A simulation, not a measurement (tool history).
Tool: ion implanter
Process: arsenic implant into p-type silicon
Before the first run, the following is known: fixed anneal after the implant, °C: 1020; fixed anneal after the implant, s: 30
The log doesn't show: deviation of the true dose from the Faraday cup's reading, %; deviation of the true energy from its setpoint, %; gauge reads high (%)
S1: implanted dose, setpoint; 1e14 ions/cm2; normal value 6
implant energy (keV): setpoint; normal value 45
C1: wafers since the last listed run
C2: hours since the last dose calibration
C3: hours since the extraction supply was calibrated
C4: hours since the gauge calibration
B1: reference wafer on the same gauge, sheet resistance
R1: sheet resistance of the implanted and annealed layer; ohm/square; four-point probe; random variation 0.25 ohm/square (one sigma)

run 1 hour=0 | S1=6 implant_energy_(keV)=45 | C1=0 C2=1382.7 C3=4736.5 C4=78.8 | B1=175.97 | R1=159.78
run 2 hour=18 | S1=6 implant_energy_(keV)=45 | C1=329 C2=1400.7 C3=4754.5 C4=96.8 | B1=176.06 | R1=160.42
run 3 hour=26.1 | S1=6 implant_energy_(keV)=45 | C1=148 C2=1408.8 C3=4762.6 C4=104.9 | B1=175.95 | R1=160.04
run 4 hour=33.3 | S1=6 implant_energy_(keV)=45 | C1=131 C2=1416 C3=4769.8 C4=112.1 | B1=175.98 | R1=160.26
run 5 hour=44.4 | S1=6 implant_energy_(keV)=45 | C1=203 C2=1427.1 C3=4780.9 C4=123.2 | B1=175.95 | R1=160.09
run 6 hour=57.1 | S1=6 implant_energy_(keV)=45 | C1=232 C2=1439.8 C3=4793.6 C4=135.9 | B1=176.03 | R1=159.97
-- hour=69.3 Faraday cup replaced and dose calibrated
run 7 hour=69.8 | S1=6 implant_energy_(keV)=45 | C1=85 C2=0.5 C3=4806.3 C4=148.6 | B1=176.03 | R1=164.22
-- hour=82.6 extraction supply calibrated
run 8 hour=84.3 | S1=6 implant_energy_(keV)=45 | C1=118 C2=15 C3=1.7 C4=163.1 | B1=176.01 | R1=164.33
run 9 hour=101.9 | S1=6 implant_energy_(keV)=45 | C1=321 C2=32.6 C3=19.3 C4=180.7 | B1=175.99 | R1=164.36
-- hour=107.5 gauge calibrated
run 10 hour=116.5 | S1=5.18 implant_energy_(keV)=50 | C1=267 C2=47.2 C3=33.9 C4=9 | B1=175.95 | R1=181.43
run 11 hour=131.1 | S1=6.78 implant_energy_(keV)=34 | C1=267 C2=61.8 C3=48.5 C4=23.6 | B1=175.96 | R1=155.92
run 12 hour=147.1 | S1=5.18 implant_energy_(keV)=50 | C1=292 C2=77.8 C3=64.5 C4=39.6 | B1=175.99 | R1=181.08
run 13 hour=158.2 | S1=6 implant_energy_(keV)=45 | C1=203 C2=88.9 C3=75.6 C4=50.7 | B1=176.05 | R1=163.55
run 14 hour=164.7 | S1=4.6 implant_energy_(keV)=56 | C1=118 C2=95.4 C3=82.1 C4=57.2 | B1=176.07 | R1=194.83
run 15 hour=178 | S1=6 implant_energy_(keV)=45 | C1=243 C2=108.7 C3=95.4 C4=70.5 | B1=176.02 | R1=163.42
run 16 hour=186.1 | S1=4.84 implant_energy_(keV)=54.5 | C1=148 C2=116.8 C3=103.5 C4=78.6 | B1=176.02 | R1=188.16
run 17 hour=197.5 | S1=6 implant_energy_(keV)=59.5 | C1=208 C2=128.2 C3=114.9 C4=90 | B1=175.96 | R1=157.33
run 18 hour=203.6 | S1=7.66 implant_energy_(keV)=33 | C1=111 C2=134.3 C3=121 C4=96.1 | B1=176.03 | R1=142.39

3 options for the next run, each taken on its own from the tool as it stands now. Forecast them:
run A hour=204 | S1=6 implant_energy_(keV)=53 | C1=7 C2=134.7 C3=121.4 C4=96.5 | B1=? | R1=?
run B hour=204 | S1=6 implant_energy_(keV)=50.5 | C1=7 C2=134.7 C3=121.4 C4=96.5 | B1=? | R1=?
run C hour=204 | S1=4.36 implant_energy_(keV)=36 | C1=7 C2=134.7 C3=121.4 C4=96.5 | B1=? | R1=?

run=A B1=175.98 R1=159.84
run=B B1=175.98 R1=160.84
run=C B1=175.98 R1=215.42
Without the tool's unlogged condition, the same runs would have read:
run=A R1=162.55
run=B R1=163.56
run=C R1=219.07
